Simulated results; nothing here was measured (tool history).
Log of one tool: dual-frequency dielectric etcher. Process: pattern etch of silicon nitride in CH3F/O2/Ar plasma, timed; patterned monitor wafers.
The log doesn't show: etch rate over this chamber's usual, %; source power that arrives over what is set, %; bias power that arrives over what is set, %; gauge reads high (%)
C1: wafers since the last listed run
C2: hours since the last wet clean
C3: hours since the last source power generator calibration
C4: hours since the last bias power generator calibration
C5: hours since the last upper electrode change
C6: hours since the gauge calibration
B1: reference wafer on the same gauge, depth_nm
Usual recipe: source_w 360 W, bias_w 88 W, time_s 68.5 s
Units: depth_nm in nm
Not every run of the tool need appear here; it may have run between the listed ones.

{"run": 1, "day": 0.0, "source_w": 360, "bias_w": 88, "time_s": 68.5, "C1": 0, "C2": 325.4, "C3": 2236.1, "C4": 3465.9, "C5": 4883.8, "C6": 965.5, "B1": 47.18, "depth_nm": 46.62}
{"run": 2, "day": 1.325, "source_w": 360, "bias_w": 88, "time_s": 68.5, "C1": 379, "C2": 357.2, "C3": 2267.9, "C4": 3497.7, "C5": 4915.6, "C6": 997.3, "B1": 47.19, "depth_nm": 46.81}
{"run": 3, "day": 2.396, "source_w": 360, "bias_w": 88, "time_s": 68.5, "C1": 306, "C2": 382.9, "C3": 2293.6, "C4": 3523.4, "C5": 4941.3, "C6": 1023, "B1": 47.21, "depth_nm": 46.4}
{"run": 4, "day": 3.392, "source_w": 360, "bias_w": 88, "time_s": 68.5, "C1": 285, "C2": 406.8, "C3": 2317.5, "C4": 3547.3, "C5": 4965.2, "C6": 1046.9, "B1": 47.21, "depth_nm": 46.6}
{"run": 5, "day": 6.633, "source_w": 360, "bias_w": 88, "time_s": 68.5, "C1": 928, "C2": 484.6, "C3": 2395.3, "C4": 3625.1, "C5": 5043, "C6": 1124.7, "B1": 47.18, "depth_nm": 46.34}
{"run": 6, "day": 8.096, "source_w": 360, "bias_w": 88, "time_s": 68.5, "C1": 418, "C2": 519.7, "C3": 2430.4, "C4": 3660.2, "C5": 5078.1, "C6": 1159.8, "B1": 47.24, "depth_nm": 46.58}
{"run": 7, "day": 9.342, "source_w": 360, "bias_w": 88, "time_s": 68.5, "C1": 356, "C2": 549.6, "C3": 2460.3, "C4": 3690.1, "C5": 5108, "C6": 1189.7, "B1": 47.21, "depth_nm": 46.03}
{"day": 11.608, "done": "gauge calibrated"}
{"day": 11.783, "done": "wet clean of the chamber"}
{"run": 8, "day": 11.804, "source_w": 360, "bias_w": 88, "time_s": 68.5, "C1": 418, "C2": 0.5, "C3": 2519.4, "C4": 3749.2, "C5": 5167.1, "C6": 4.7, "B1": 47.22, "depth_nm": 47.2}
{"run": 9, "day": 11.817, "source_w": 360, "bias_w": 88, "time_s": 68.5, "C1": 3, "C2": 0.8, "C3": 2519.7, "C4": 3749.5, "C5": 5167.4, "C6": 5, "B1": 47.29, "depth_nm": 47.27}
{"run": 10, "day": 12.333, "source_w": 430, "bias_w": 70, "time_s": 85, "C1": 148, "C2": 13.2, "C3": 2532.1, "C4": 3761.9, "C5": 5179.8, "C6": 17.4, "B1": 47.18, "depth_nm": 56.31}
{"run": 11, "day": 13.004, "source_w": 360, "bias_w": 88, "time_s": 82, "C1": 192, "C2": 29.3, "C3": 2548.2, "C4": 3778, "C5": 5195.9, "C6": 33.5, "B1": 47.22, "depth_nm": 56.49}
{"run": 12, "day": 13.692, "source_w": 440, "bias_w": 74, "time_s": 68.5, "C1": 196, "C2": 45.8, "C3": 2564.7, "C4": 3794.5, "C5": 5212.4, "C6": 50, "B1": 47.17, "depth_nm": 46.85}
{"run": 13, "day": 14.729, "source_w": 390, "bias_w": 68, "time_s": 51.5, "C1": 297, "C2": 70.7, "C3": 2589.6, "C4": 3819.4, "C5": 5237.3, "C6": 74.9, "B1": 47.21, "depth_nm": 32.66}
{"run": 14, "day": 15.721, "source_w": 390, "bias_w": 68, "time_s": 51.5, "C1": 284, "C2": 94.5, "C3": 2613.4, "C4": 3843.2, "C5": 5261.1, "C6": 98.7, "B1": 47.16, "depth_nm": 32.43}
{"day": 16.188, "done": "source power generator calibrated"}
{"day": 16.512, "done": "bias power generator calibrated"}
{"run": 15, "day": 17.154, "source_w": 330, "bias_w": 88, "time_s": 62, "C1": 315, "C2": 128.9, "C3": 23.2, "C4": 15.4, "C5": 5295.5, "C6": 133.1, "B1": 47.27, "depth_nm": 41.29}
{"day": 18.625, "done": "upper electrode replaced"}
{"run": 16, "day": 18.646, "source_w": 360, "bias_w": 88, "time_s": 68.5, "C1": 140, "C2": 164.7, "C3": 59, "C4": 51.2, "C5": 0.5, "C6": 168.9, "B1": 47.19, "depth_nm": 46.66}
{"run": 17, "day": 18.658, "source_w": 360, "bias_w": 88, "time_s": 68.5, "C1": 3, "C2": 165, "C3": 59.3, "C4": 51.5, "C5": 0.8, "C6": 169.2, "B1": 47.22, "depth_nm": 46.83}
{"run": 18, "day": 20.096, "source_w": 330, "bias_w": 88, "time_s": 74, "C1": 411, "C2": 199.5, "C3": 93.8, "C4": 86, "C5": 35.3, "C6": 203.7, "B1": 47.22, "depth_nm": 48.89}
{"run": 19, "day": 21.171, "source_w": 410, "bias_w": 96, "time_s": 85, "C1": 307, "C2": 225.3, "C3": 119.6, "C4": 111.8, "C5": 61.1, "C6": 229.5, "B1": 47.22, "depth_nm": 62.84}
{"run": 20, "day": 22.225, "source_w": 400, "bias_w": 68, "time_s": 61, "C1": 302, "C2": 250.6, "C3": 144.9, "C4": 137.1, "C5": 86.4, "C6": 254.8, "B1": 47.22, "depth_nm": 38.48}
{"run": 21, "day": 23.321, "source_w": 280, "bias_w": 101, "time_s": 54, "C1": 313, "C2": 276.9, "C3": 171.2, "C4": 163.4, "C5": 112.7, "C6": 281.1, "B1": 47.2, "depth_nm": 35.92}
{"run": 22, "day": 25.658, "source_w": 390, "bias_w": 72, "time_s": 80.5, "C1": 669, "C2": 333, "C3": 227.3, "C4": 219.5, "C5": 168.8, "C6": 337.2, "B1": 47.2, "depth_nm": 51.53}
{"run": 23, "day": 26.9, "source_w": 360, "bias_w": 88, "time_s": 68.5, "C1": 355, "C2": 362.8, "C3": 257.1, "C4": 249.3, "C5": 198.6, "C6": 367, "B1": 47.27, "depth_nm": 46.28}
{"run": 24, "day": 27.921, "source_w": 360, "bias_w": 88, "time_s": 83.5, "C1": 292, "C2": 387.3, "C3": 281.6, "C4": 273.8, "C5": 223.1, "C6": 391.5, "B1": 47.21, "depth_nm": 56.14}
{"run": 25, "day": 29.238, "source_w": 400, "bias_w": 88, "time_s": 68.5, "C1": 377, "C2": 418.9, "C3": 313.2, "C4": 305.4, "C5": 254.7, "C6": 423.1, "B1": 47.23, "depth_nm": 47.87}
{"run": 26, "day": 30.283, "source_w": 360, "bias_w": 88, "time_s": 68.5, "C1": 299, "C2": 444, "C3": 338.3, "C4": 330.5, "C5": 279.8, "C6": 448.2, "B1": 47.19, "depth_nm": 46.31}
{"run": 27, "day": 31.154, "source_w": 360, "bias_w": 88, "time_s": 68.5, "C1": 249, "C2": 464.9, "C3": 359.2, "C4": 351.4, "C5": 300.7, "C6": 469.1, "B1": 47.19, "depth_nm": 46.08}
{"run": 28, "day": 32.204, "source_w": 360, "bias_w": 88, "time_s": 68.5, "C1": 300, "C2": 490.1, "C3": 384.4, "C4": 376.6, "C5": 325.9, "C6": 494.3, "B1": 47.16, "depth_nm": 45.96}
{"run": 29, "day": 33.308, "source_w": 360, "bias_w": 88, "time_s": 77.5, "C1": 316, "C2": 516.6, "C3": 410.9, "C4": 403.1, "C5": 352.4, "C6": 520.8, "B1": 47.18, "depth_nm": 51.56}

Each row is a separate what-if for the run after 29, all from the same tool condition, not one after another. Results?
{"run": "A", "day": 33.325, "source_w": 360, "bias_w": 88, "time_s": 68.5, "C1": 4, "C2": 517, "C3": 411.3, "C4": 403.5, "C5": 352.8, "C6": 521.2, "B1": "?", "depth_nm": "?"}
{"run": "B", "day": 33.325, "source_w": 360, "bias_w": 101, "time_s": 68.5, "C1": 4, "C2": 517, "C3": 411.3, "C4": 403.5, "C5": 352.8, "C6": 521.2, "B1": "?", "depth_nm": "?"}
{"run": "C", "day": 33.325, "source_w": 300, "bias_w": 99, "time_s": 62, "C1": 4, "C2": 517, "C3": 411.3, "C4": 403.5, "C5": 352.8, "C6": 521.2, "B1": "?", "depth_nm": "?"}
{"run": "D", "day": 33.325, "source_w": 310, "bias_w": 88, "time_s": 82.5, "C1": 4, "C2": 517, "C3": 411.3, "C4": 403.5, "C5": 352.8, "C6": 521.2, "B1": "?", "depth_nm": "?"}
{"run": "E", "day": 33.325, "source_w": 360, "bias_w": 71, "time_s": 80.5, "C1": 4, "C2": 517, "C3": 411.3, "C4": 403.5, "C5": 352.8, "C6": 521.2, "B1": "?", "depth_nm": "?"}

run=A B1=47.23 depth_nm=46.05
run=B B1=47.23 depth_nm=48.78
run=C B1=47.23 depth_nm=41.32
run=D B1=47.23 depth_nm=52.87
run=E B1=47.23 depth_nm=49.53
The same runs, with their run-to-run variation unchanged, on a tool lacking any hidden condition would have given:
run=A depth_nm=47.45
run=B depth_nm=50.27
run=C depth_nm=42.58
run=D depth_nm=54.48
run=E depth_nm=51.03
